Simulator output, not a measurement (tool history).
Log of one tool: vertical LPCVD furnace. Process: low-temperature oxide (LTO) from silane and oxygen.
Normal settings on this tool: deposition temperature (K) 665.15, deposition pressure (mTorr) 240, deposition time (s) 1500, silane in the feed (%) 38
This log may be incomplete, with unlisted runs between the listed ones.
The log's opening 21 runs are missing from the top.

run	hour	deposition temperature (K)	deposition pressure (mTorr)	deposition time (s)	silane in the feed (%)	read-back reference wafer on the same gauge, thickness	film thickness on the monitor wafer in the middle of the boat (nm)
22	1126.6	665.15	220	1980	38	234.71	274.76
23	1193.9	665.15	240	1500	38	235.16	225.57
24	1227.2	672.15	295	990	38	235.38	197.49
25	1323.4	671.15	185	1500	38	234.94	188.53
26	1362.0	665.15	240	1500	38	234.85	225.61
27	1426.1	665.15	240	1500	38	235.19	224.91
28	1459.8	659.15	210	1500	38	234.61	185.13
29	1511.5	665.15	240	1500	38	235.11	228.40
30	1540.4	657.15	240	1500	38	234.65	207.03
31	1587.5	665.15	240	1500	38	235.39	225.78

What if the next run were any one of these 4? Each begins from the tool's condition after run 31:
A	1591.3	665.15	240	1500	38	?	?
B	1591.3	677.15	240	1710	34	?	?
C	1591.3	656.15	240	1500	38	?	?
D	1591.3	661.15	300	1500	44	?	?

run	read-back reference wafer on the same gauge, thickness	film thickness on the monitor wafer in the middle of the boat (nm)
A	234.67	226.57
B	234.67	255.97
C	234.67	203.95
D	234.67	322.23
Had the tool no hidden state, the same runs would have come out as:
run	film thickness on the monitor wafer in the middle of the boat (nm)
A	221.95
B	250.84
C	199.65
D	315.86
